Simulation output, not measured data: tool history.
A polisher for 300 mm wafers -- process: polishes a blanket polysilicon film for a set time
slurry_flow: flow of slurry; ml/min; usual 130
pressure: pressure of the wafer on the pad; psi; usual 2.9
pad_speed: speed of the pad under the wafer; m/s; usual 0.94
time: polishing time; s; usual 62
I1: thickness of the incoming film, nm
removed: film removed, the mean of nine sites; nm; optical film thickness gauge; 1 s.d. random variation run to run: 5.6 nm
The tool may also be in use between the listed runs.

run 1 hour=0 | slurry_flow=130 pressure=2.9 pad_speed=0.94 time=62 | I1=1468.9 | removed=409.8
run 2 hour=32.7 | slurry_flow=130 pressure=2.9 pad_speed=0.94 time=62 | I1=1445.4 | removed=410
-- hour=84.5 slurry nozzle cleaned
-- hour=119.3 head pressure recalibrated
run 3 hour=320.3 | slurry_flow=130 pressure=2.9 pad_speed=0.94 time=62 | I1=1429.2 | removed=427.7
run 4 hour=394.3 | slurry_flow=130 pressure=2.9 pad_speed=0.94 time=62 | I1=1421.3 | removed=422.6
run 5 hour=431.2 | slurry_flow=130 pressure=2.9 pad_speed=0.94 time=62 | I1=1457.4 | removed=424.3
run 6 hour=469.2 | slurry_flow=130 pressure=2.9 pad_speed=0.94 time=62 | I1=1435.2 | removed=433.5
run 7 hour=540.3 | slurry_flow=130 pressure=2.9 pad_speed=0.94 time=62 | I1=1434.9 | removed=414.3
run 8 hour=589.3 | slurry_flow=130 pressure=2.9 pad_speed=0.94 time=62 | I1=1436.5 | removed=407.5
-- hour=696.2 worn pad replaced by a new one
run 9 hour=696.7 | slurry_flow=130 pressure=2.9 pad_speed=0.94 time=62 | I1=1448.1 | removed=415
run 10 hour=757.7 | slurry_flow=130 pressure=2.9 pad_speed=0.94 time=62 | I1=1469 | removed=407.2
-- hour=761.1 slurry nozzle cleaned
run 11 hour=858.5 | slurry_flow=130 pressure=2.9 pad_speed=0.94 time=62 | I1=1430.1 | removed=381
run 12 hour=915.3 | slurry_flow=130 pressure=2.9 pad_speed=0.94 time=62 | I1=1422.5 | removed=368.5
-- hour=1009.9 head pressure recalibrated
run 13 hour=1130.4 | slurry_flow=130 pressure=2.9 pad_speed=0.94 time=62 | I1=1471.8 | removed=361.3
run 14 hour=1173.9 | slurry_flow=130 pressure=2.9 pad_speed=0.7 time=62 | I1=1443.7 | removed=260.6
run 15 hour=1278.3 | slurry_flow=130 pressure=2.9 pad_speed=0.94 time=62 | I1=1461 | removed=338.7
-- hour=1318.1 worn pad replaced by a new one
-- hour=1328.7 slurry nozzle cleaned, repeated, since the last time left the tool worse
run 16 hour=1342.2 | slurry_flow=130 pressure=2.9 pad_speed=0.94 time=62 | I1=1459.4 | removed=427.1
run 17 hour=1407.9 | slurry_flow=130 pressure=2.9 pad_speed=0.94 time=43 | I1=1438.2 | removed=293.4
run 18 hour=1504.2 | slurry_flow=130 pressure=2.9 pad_speed=0.94 time=62 | I1=1437.6 | removed=428.6
run 19 hour=1609.7 | slurry_flow=130 pressure=2.9 pad_speed=0.78 time=62 | I1=1433.3 | removed=351.5
run 20 hour=1672.3 | slurry_flow=130 pressure=2.9 pad_speed=0.94 time=62 | I1=1477 | removed=419.1
run 21 hour=1760.3 | slurry_flow=115 pressure=2.9 pad_speed=0.72 time=62 | I1=1448.7 | removed=308.1
run 22 hour=1860.7 | slurry_flow=130 pressure=3.7 pad_speed=0.84 time=62 | I1=1478.8 | removed=475.1
run 23 hour=1905.8 | slurry_flow=145 pressure=2.9 pad_speed=0.72 time=70 | I1=1460.6 | removed=366.6
-- hour=1927.2 worn pad replaced by a new one
-- hour=1931.5 slurry nozzle cleaned
-- hour=1975.6 head pressure recalibrated
run 24 hour=2009 | slurry_flow=130 pressure=2 pad_speed=0.94 time=62 | I1=1451.3 | removed=298.8
run 25 hour=2276 | slurry_flow=130 pressure=3.5 pad_speed=0.94 time=54 | I1=1461.1 | removed=438.2
run 26 hour=2358.9 | slurry_flow=130 pressure=2.9 pad_speed=0.94 time=62 | I1=1446.5 | removed=421.8
run 27 hour=2451.7 | slurry_flow=130 pressure=2.9 pad_speed=0.94 time=62 | I1=1453 | removed=413
-- hour=2521.8 slurry nozzle cleaned
-- hour=2542.6 worn pad replaced by a new one
run 28 hour=2547.2 | slurry_flow=165 pressure=2.9 pad_speed=1.2 time=62 | I1=1473.5 | removed=572.4
run 29 hour=2589.1 | slurry_flow=130 pressure=3.5 pad_speed=0.94 time=54 | I1=1427.3 | removed=446.8
run 30 hour=2678 | slurry_flow=95 pressure=2.9 pad_speed=0.94 time=84 | I1=1465.3 | removed=529.6
run 31 hour=2763.1 | slurry_flow=130 pressure=2.9 pad_speed=0.76 time=49 | I1=1463.2 | removed=271
-- hour=2827.4 head pressure recalibrated
run 32 hour=2847.1 | slurry_flow=130 pressure=2.9 pad_speed=0.94 time=62 | I1=1446.4 | removed=424.6
run 33 hour=2942.6 | slurry_flow=130 pressure=2.9 pad_speed=0.94 time=62 | I1=1456.4 | removed=421.8
run 34 hour=3005.4 | slurry_flow=145 pressure=3.5 pad_speed=0.94 time=78 | I1=1431.7 | removed=643
run 35 hour=3061.4 | slurry_flow=155 pressure=2.9 pad_speed=0.94 time=62 | I1=1438.8 | removed=435.7

5 ways to go on from here, each from the tool as it stands after run 35. What would each give?
run A hour=3061.8 | slurry_flow=130 pressure=2.9 pad_speed=0.94 time=62 | I1=1470.2 | removed=?
run B hour=3061.8 | slurry_flow=130 pressure=2.9 pad_speed=0.74 time=41 | I1=1470.2 | removed=?
run C hour=3061.8 | slurry_flow=130 pressure=2.9 pad_speed=0.86 time=78 | I1=1470.2 | removed=?
run D hour=3061.8 | slurry_flow=130 pressure=2.9 pad_speed=0.94 time=41 | I1=1470.2 | removed=?
run E hour=3061.8 | slurry_flow=165 pressure=2.9 pad_speed=0.72 time=45 | I1=1470.2 | removed=?

run=A removed=409.9
run=B removed=213.4
run=C removed=471.8
run=D removed=271.1
run=E removed=240.8
Take away the tool's hidden state, keep each run's random variation, and the runs would have read:
run=A removed=429.9
run=B removed=223.8
run=C removed=494.8
run=D removed=284.3
run=E removed=250

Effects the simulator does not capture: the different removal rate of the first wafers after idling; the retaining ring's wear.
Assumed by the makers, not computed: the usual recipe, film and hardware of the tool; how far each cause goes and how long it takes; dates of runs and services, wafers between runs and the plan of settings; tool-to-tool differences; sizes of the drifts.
